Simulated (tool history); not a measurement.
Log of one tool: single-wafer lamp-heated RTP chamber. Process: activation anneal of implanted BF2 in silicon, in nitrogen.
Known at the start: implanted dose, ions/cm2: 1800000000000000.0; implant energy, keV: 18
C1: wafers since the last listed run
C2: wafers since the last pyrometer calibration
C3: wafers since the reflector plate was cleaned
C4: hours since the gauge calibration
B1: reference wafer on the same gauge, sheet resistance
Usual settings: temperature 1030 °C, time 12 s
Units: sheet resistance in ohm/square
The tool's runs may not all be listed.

{"run": 1, "hour": 0.0, "temperature": 1043, "time": 12, "C1": 0, "C2": 203, "C3": 8989, "C4": 316.5, "B1": 155.09, "sheet resistance": 136.9}
{"run": 2, "hour": 14.4, "temperature": 1043, "time": 12, "C1": 167, "C2": 370, "C3": 9157, "C4": 330.9, "B1": 154.95, "sheet resistance": 137.12}
{"run": 3, "hour": 27.9, "temperature": 1018, "time": 12, "C1": 157, "C2": 528, "C3": 9314, "C4": 344.4, "B1": 155.04, "sheet resistance": 165.32}
{"run": 4, "hour": 66.7, "temperature": 1018, "time": 12, "C1": 452, "C2": 980, "C3": 9767, "C4": 383.2, "B1": 155.21, "sheet resistance": 166.43}
{"run": 5, "hour": 77.3, "temperature": 1018, "time": 12, "C1": 123, "C2": 1104, "C3": 9890, "C4": 393.8, "B1": 155.12, "sheet resistance": 165.48}
{"run": 6, "hour": 90.3, "temperature": 1030, "time": 15, "C1": 151, "C2": 1256, "C3": 10042, "C4": 406.8, "B1": 154.95, "sheet resistance": 143.73}
{"run": 7, "hour": 96.9, "temperature": 1030, "time": 12, "C1": 76, "C2": 1333, "C3": 10119, "C4": 413.4, "B1": 155.25, "sheet resistance": 151.03}
{"run": 8, "hour": 103.5, "temperature": 1030, "time": 12, "C1": 76, "C2": 1410, "C3": 10196, "C4": 420.0, "B1": 154.82, "sheet resistance": 150.64}
{"run": 9, "hour": 113.6, "temperature": 1030, "time": 9, "C1": 117, "C2": 1527, "C3": 10314, "C4": 430.1, "B1": 155.0, "sheet resistance": 158.9}
{"run": 10, "hour": 123.3, "temperature": 1030, "time": 12, "C1": 113, "C2": 1641, "C3": 10427, "C4": 439.8, "B1": 154.79, "sheet resistance": 150.58}
{"run": 11, "hour": 137.9, "temperature": 1030, "time": 12, "C1": 170, "C2": 1811, "C3": 10597, "C4": 454.4, "B1": 154.81, "sheet resistance": 150.86}
{"run": 12, "hour": 154.5, "temperature": 1030, "time": 12, "C1": 193, "C2": 2004, "C3": 10791, "C4": 471.0, "B1": 154.98, "sheet resistance": 151.24}
{"run": 13, "hour": 169.9, "temperature": 1030, "time": 18, "C1": 179, "C2": 2184, "C3": 10970, "C4": 486.4, "B1": 155.16, "sheet resistance": 138.46}
{"run": 14, "hour": 183.5, "temperature": 1045, "time": 12, "C1": 158, "C2": 2343, "C3": 11129, "C4": 500.0, "B1": 154.75, "sheet resistance": 133.47}
{"hour": 187.9, "done": "gauge calibrated"}
{"hour": 193.7, "done": "reflector plate cleaned"}
{"run": 15, "hour": 195.6, "temperature": 1030, "time": 12, "C1": 47, "C2": 2391, "C3": 22, "C4": 7.7, "B1": 155.06, "sheet resistance": 156.34}
{"run": 16, "hour": 203.0, "temperature": 1053, "time": 12, "C1": 86, "C2": 2477, "C3": 108, "C4": 15.1, "B1": 154.92, "sheet resistance": 131.01}
{"run": 17, "hour": 211.4, "temperature": 1030, "time": 12, "C1": 97, "C2": 2575, "C3": 206, "C4": 23.5, "B1": 154.81, "sheet resistance": 156.0}
{"run": 18, "hour": 247.6, "temperature": 1030, "time": 12, "C1": 422, "C2": 2997, "C3": 628, "C4": 59.7, "B1": 155.28, "sheet resistance": 155.58}
{"run": 19, "hour": 263.6, "temperature": 1030, "time": 12, "C1": 186, "C2": 3184, "C3": 815, "C4": 75.7, "B1": 155.13, "sheet resistance": 156.77}
{"run": 20, "hour": 277.1, "temperature": 1008, "time": 17, "C1": 157, "C2": 3341, "C3": 972, "C4": 89.2, "B1": 154.99, "sheet resistance": 173.22}
{"run": 21, "hour": 293.0, "temperature": 1018, "time": 9, "C1": 185, "C2": 3526, "C3": 1158, "C4": 105.1, "B1": 155.02, "sheet resistance": 179.89}
{"run": 22, "hour": 308.1, "temperature": 1030, "time": 12, "C1": 176, "C2": 3703, "C3": 1334, "C4": 120.2, "B1": 155.13, "sheet resistance": 156.62}
{"hour": 331.6, "done": "pyrometer window cleaned and pyrometer calibrated"}
{"run": 23, "hour": 349.9, "temperature": 1038, "time": 19, "C1": 394, "C2": 212, "C3": 1728, "C4": 162.0, "B1": 154.93, "sheet resistance": 133.44}
{"run": 24, "hour": 356.9, "temperature": 1049, "time": 14, "C1": 81, "C2": 294, "C3": 1810, "C4": 169.0, "B1": 154.69, "sheet resistance": 129.07}
{"run": 25, "hour": 372.6, "temperature": 1030, "time": 16, "C1": 183, "C2": 477, "C3": 1993, "C4": 184.7, "B1": 154.88, "sheet resistance": 146.53}
{"run": 26, "hour": 386.2, "temperature": 1030, "time": 12, "C1": 158, "C2": 636, "C3": 2151, "C4": 198.3, "B1": 154.89, "sheet resistance": 156.22}
{"run": 27, "hour": 393.5, "temperature": 1009, "time": 18, "C1": 85, "C2": 721, "C3": 2237, "C4": 205.6, "B1": 155.01, "sheet resistance": 169.24}
{"run": 28, "hour": 411.2, "temperature": 1030, "time": 12, "C1": 206, "C2": 927, "C3": 2443, "C4": 223.3, "B1": 155.08, "sheet resistance": 154.53}
{"run": 29, "hour": 419.9, "temperature": 1018, "time": 12, "C1": 101, "C2": 1029, "C3": 2545, "C4": 232.0, "B1": 155.22, "sheet resistance": 170.64}
{"run": 30, "hour": 427.8, "temperature": 1006, "time": 17, "C1": 92, "C2": 1121, "C3": 2637, "C4": 239.9, "B1": 155.0, "sheet resistance": 174.89}
{"run": 31, "hour": 443.6, "temperature": 1038, "time": 6, "C1": 184, "C2": 1305, "C3": 2821, "C4": 255.7, "B1": 154.81, "sheet resistance": 165.07}
{"run": 32, "hour": 459.2, "temperature": 1042, "time": 12, "C1": 181, "C2": 1487, "C3": 3003, "C4": 271.3, "B1": 154.89, "sheet resistance": 141.07}
{"run": 33, "hour": 477.2, "temperature": 1030, "time": 10, "C1": 209, "C2": 1697, "C3": 3213, "C4": 289.3, "B1": 155.28, "sheet resistance": 160.64}
{"run": 34, "hour": 485.4, "temperature": 1011, "time": 9, "C1": 95, "C2": 1793, "C3": 3308, "C4": 297.5, "B1": 155.14, "sheet resistance": 187.94}
{"run": 35, "hour": 494.5, "temperature": 1030, "time": 19, "C1": 106, "C2": 1899, "C3": 3415, "C4": 306.6, "B1": 154.86, "sheet resistance": 141.44}
{"run": 36, "hour": 505.1, "temperature": 1011, "time": 14, "C1": 123, "C2": 2022, "C3": 3538, "C4": 317.2, "B1": 155.07, "sheet resistance": 174.26}

What the log doesn't show, run by run:
true wafer temperature minus pyrometer reading, K: 0 in every run
gauge reads high (%): 0 in every run
H1: wafer temperature error from the tarnished reflector plate, K
run=1 H1=4.18
run=2 H1=4.24
run=3 H1=4.31
run=4 H1=4.5
run=5 H1=4.55
run=6 H1=4.61
run=7 H1=4.64
run=8 H1=4.67
run=9 H1=4.72
run=10 H1=4.77
run=11 H1=4.84
run=12 H1=4.92
run=13 H1=4.99
run=14 H1=5.06
run=15 H1=0.0822
run=16 H1=0.118
run=17 H1=0.158
run=18 H1=0.331
run=19 H1=0.408
run=20 H1=0.473
run=21 H1=0.549
run=22 H1=0.621
run=23 H1=0.822
run=24 H1=0.855
run=25 H1=0.931
run=26 H1=0.996
run=27 H1=1.03
run=28 H1=1.12
run=29 H1=1.16
run=30 H1=1.2
run=31 H1=1.27
run=32 H1=1.35
run=33 H1=1.43
run=34 H1=1.47
run=35 H1=1.51
run=36 H1=1.57
